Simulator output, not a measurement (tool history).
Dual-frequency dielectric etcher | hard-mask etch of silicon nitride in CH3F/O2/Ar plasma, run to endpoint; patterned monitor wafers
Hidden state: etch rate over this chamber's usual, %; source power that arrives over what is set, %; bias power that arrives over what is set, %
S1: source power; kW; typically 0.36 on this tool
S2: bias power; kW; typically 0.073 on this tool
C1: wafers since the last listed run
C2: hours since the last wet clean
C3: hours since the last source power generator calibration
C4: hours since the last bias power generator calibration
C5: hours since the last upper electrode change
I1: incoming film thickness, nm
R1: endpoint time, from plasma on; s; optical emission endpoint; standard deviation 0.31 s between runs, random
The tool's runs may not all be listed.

{"run": 1, "hour": 0.0, "S1": 0.36, "S2": 0.073, "C1": 0, "C2": 326.4, "C3": 3406.9, "C4": 1531.5, "C5": 2062.2, "I1": 45.71, "R1": 69.8}
{"run": 2, "hour": 26.3, "S1": 0.36, "S2": 0.073, "C1": 209, "C2": 352.7, "C3": 3433.2, "C4": 1557.8, "C5": 2088.5, "I1": 46.09, "R1": 69.9}
{"run": 3, "hour": 48.5, "S1": 0.36, "S2": 0.073, "C1": 177, "C2": 374.9, "C3": 3455.4, "C4": 1580, "C5": 2110.7, "I1": 46.56, "R1": 70.7}
{"run": 4, "hour": 79.3, "S1": 0.36, "S2": 0.073, "C1": 245, "C2": 405.7, "C3": 3486.2, "C4": 1610.8, "C5": 2141.5, "I1": 45.94, "R1": 69.6}
{"run": 5, "hour": 102.1, "S1": 0.36, "S2": 0.073, "C1": 182, "C2": 428.5, "C3": 3509, "C4": 1633.6, "C5": 2164.3, "I1": 45.76, "R1": 69.3}
{"run": 6, "hour": 135.2, "S1": 0.36, "S2": 0.073, "C1": 264, "C2": 461.6, "C3": 3542.1, "C4": 1666.7, "C5": 2197.4, "I1": 45.7, "R1": 69.1}
{"run": 7, "hour": 161.2, "S1": 0.36, "S2": 0.073, "C1": 207, "C2": 487.6, "C3": 3568.1, "C4": 1692.7, "C5": 2223.4, "I1": 46.26, "R1": 69.5}
{"run": 8, "hour": 174.2, "S1": 0.36, "S2": 0.073, "C1": 103, "C2": 500.6, "C3": 3581.1, "C4": 1705.7, "C5": 2236.4, "I1": 45.81, "R1": 69}
{"run": 9, "hour": 205.4, "S1": 0.42, "S2": 0.073, "C1": 249, "C2": 531.8, "C3": 3612.3, "C4": 1736.9, "C5": 2267.6, "I1": 46.23, "R1": 66.4}
{"run": 10, "hour": 237.4, "S1": 0.42, "S2": 0.073, "C1": 255, "C2": 563.8, "C3": 3644.3, "C4": 1768.9, "C5": 2299.6, "I1": 45.84, "R1": 65.8}
{"hour": 255.3, "done": "bias power generator calibrated"}
{"hour": 264.6, "done": "wet clean of the chamber"}
{"run": 11, "hour": 265.1, "S1": 0.42, "S2": 0.073, "C1": 115, "C2": 0.5, "C3": 3672, "C4": 9.8, "C5": 2327.3, "I1": 45.73, "R1": 67.4}
{"run": 12, "hour": 282.6, "S1": 0.36, "S2": 0.073, "C1": 139, "C2": 18, "C3": 3689.5, "C4": 27.3, "C5": 2344.8, "I1": 45.97, "R1": 70.4}
{"run": 13, "hour": 297.7, "S1": 0.36, "S2": 0.073, "C1": 120, "C2": 33.1, "C3": 3704.6, "C4": 42.4, "C5": 2359.9, "I1": 45.76, "R1": 70.4}
{"hour": 325.5, "done": "upper electrode replaced"}
{"run": 14, "hour": 328.0, "S1": 0.34, "S2": 0.073, "C1": 50, "C2": 63.4, "C3": 3734.9, "C4": 72.7, "C5": 2.5, "I1": 45.86, "R1": 71.8}
{"run": 15, "hour": 358.4, "S1": 0.34, "S2": 0.073, "C1": 242, "C2": 93.8, "C3": 3765.3, "C4": 103.1, "C5": 32.9, "I1": 46.12, "R1": 72}
{"run": 16, "hour": 390.6, "S1": 0.34, "S2": 0.073, "C1": 257, "C2": 126, "C3": 3797.5, "C4": 135.3, "C5": 65.1, "I1": 45.79, "R1": 71.7}
{"run": 17, "hour": 423.2, "S1": 0.4, "S2": 0.063, "C1": 260, "C2": 158.6, "C3": 3830.1, "C4": 167.9, "C5": 97.7, "I1": 45.58, "R1": 70.1}
{"run": 18, "hour": 450.9, "S1": 0.43, "S2": 0.084, "C1": 221, "C2": 186.3, "C3": 3857.8, "C4": 195.6, "C5": 125.4, "I1": 45.7, "R1": 64.1}
{"run": 19, "hour": 479.8, "S1": 0.36, "S2": 0.073, "C1": 230, "C2": 215.2, "C3": 3886.7, "C4": 224.5, "C5": 154.3, "I1": 46.06, "R1": 70.6}
{"run": 20, "hour": 504.8, "S1": 0.3, "S2": 0.073, "C1": 199, "C2": 240.2, "C3": 3911.7, "C4": 249.5, "C5": 179.3, "I1": 45.72, "R1": 73.8}
{"hour": 511.3, "done": "source power generator calibrated"}
{"run": 21, "hour": 520.0, "S1": 0.32, "S2": 0.073, "C1": 89, "C2": 255.4, "C3": 8.7, "C4": 264.7, "C5": 194.5, "I1": 46.21, "R1": 72.7}
{"run": 22, "hour": 534.3, "S1": 0.38, "S2": 0.073, "C1": 114, "C2": 269.7, "C3": 23, "C4": 279, "C5": 208.8, "I1": 46.12, "R1": 69.2}
{"run": 23, "hour": 549.3, "S1": 0.34, "S2": 0.073, "C1": 119, "C2": 284.7, "C3": 38, "C4": 294, "C5": 223.8, "I1": 46.16, "R1": 71.6}
{"run": 24, "hour": 568.6, "S1": 0.36, "S2": 0.073, "C1": 154, "C2": 304, "C3": 57.3, "C4": 313.3, "C5": 243.1, "I1": 45.33, "R1": 69.4}
{"run": 25, "hour": 594.5, "S1": 0.36, "S2": 0.06, "C1": 206, "C2": 329.9, "C3": 83.2, "C4": 339.2, "C5": 269, "I1": 45.79, "R1": 72.9}
{"run": 26, "hour": 620.5, "S1": 0.27, "S2": 0.083, "C1": 207, "C2": 355.9, "C3": 109.2, "C4": 365.2, "C5": 295, "I1": 45.86, "R1": 73.1}
{"run": 27, "hour": 655.6, "S1": 0.36, "S2": 0.073, "C1": 280, "C2": 391, "C3": 144.3, "C4": 400.3, "C5": 330.1, "I1": 45.85, "R1": 69.8}
{"run": 28, "hour": 686.3, "S1": 0.39, "S2": 0.08, "C1": 245, "C2": 421.7, "C3": 175, "C4": 431, "C5": 360.8, "I1": 45.47, "R1": 65.5}
{"run": 29, "hour": 717.2, "S1": 0.36, "S2": 0.083, "C1": 246, "C2": 452.6, "C3": 205.9, "C4": 461.9, "C5": 391.7, "I1": 45.83, "R1": 66.6}
{"run": 30, "hour": 750.9, "S1": 0.3, "S2": 0.079, "C1": 269, "C2": 486.3, "C3": 239.6, "C4": 495.6, "C5": 425.4, "I1": 45.97, "R1": 71.4}
{"run": 31, "hour": 777.2, "S1": 0.36, "S2": 0.073, "C1": 209, "C2": 512.6, "C3": 265.9, "C4": 521.9, "C5": 451.7, "I1": 45.68, "R1": 69.2}
{"run": 32, "hour": 798.0, "S1": 0.31, "S2": 0.065, "C1": 166, "C2": 533.4, "C3": 286.7, "C4": 542.7, "C5": 472.5, "I1": 45.99, "R1": 73.2}
{"hour": 833.2, "done": "wet clean of the chamber"}
{"run": 33, "hour": 833.7, "S1": 0.36, "S2": 0.073, "C1": 93, "C2": 0.5, "C3": 322.4, "C4": 578.4, "C5": 508.2, "I1": 45.78, "R1": 71.2}

Predict each of these 4 candidate next runs independently; none follows another, all start after run 33:
{"run": "A", "hour": 834.1, "S1": 0.36, "S2": 0.09, "C1": 3, "C2": 0.9, "C3": 322.8, "C4": 578.8, "C5": 508.6, "I1": 46.39, "R1": "?"}
{"run": "B", "hour": 834.1, "S1": 0.44, "S2": 0.057, "C1": 3, "C2": 0.9, "C3": 322.8, "C4": 578.8, "C5": 508.6, "I1": 46.39, "R1": "?"}
{"run": "C", "hour": 834.1, "S1": 0.36, "S2": 0.089, "C1": 3, "C2": 0.9, "C3": 322.8, "C4": 578.8, "C5": 508.6, "I1": 46.39, "R1": "?"}
{"run": "D", "hour": 834.1, "S1": 0.34, "S2": 0.063, "C1": 3, "C2": 0.9, "C3": 322.8, "C4": 578.8, "C5": 508.6, "I1": 46.39, "R1": "?"}

run=A R1=68
run=B R1=71.4
run=C R1=68.2
run=D R1=75.5
Take away the tool's hidden state, keep each run's random variation, and the runs would have read:
run=A R1=67.9
run=B R1=71.3
run=C R1=68.1
run=D R1=75.4

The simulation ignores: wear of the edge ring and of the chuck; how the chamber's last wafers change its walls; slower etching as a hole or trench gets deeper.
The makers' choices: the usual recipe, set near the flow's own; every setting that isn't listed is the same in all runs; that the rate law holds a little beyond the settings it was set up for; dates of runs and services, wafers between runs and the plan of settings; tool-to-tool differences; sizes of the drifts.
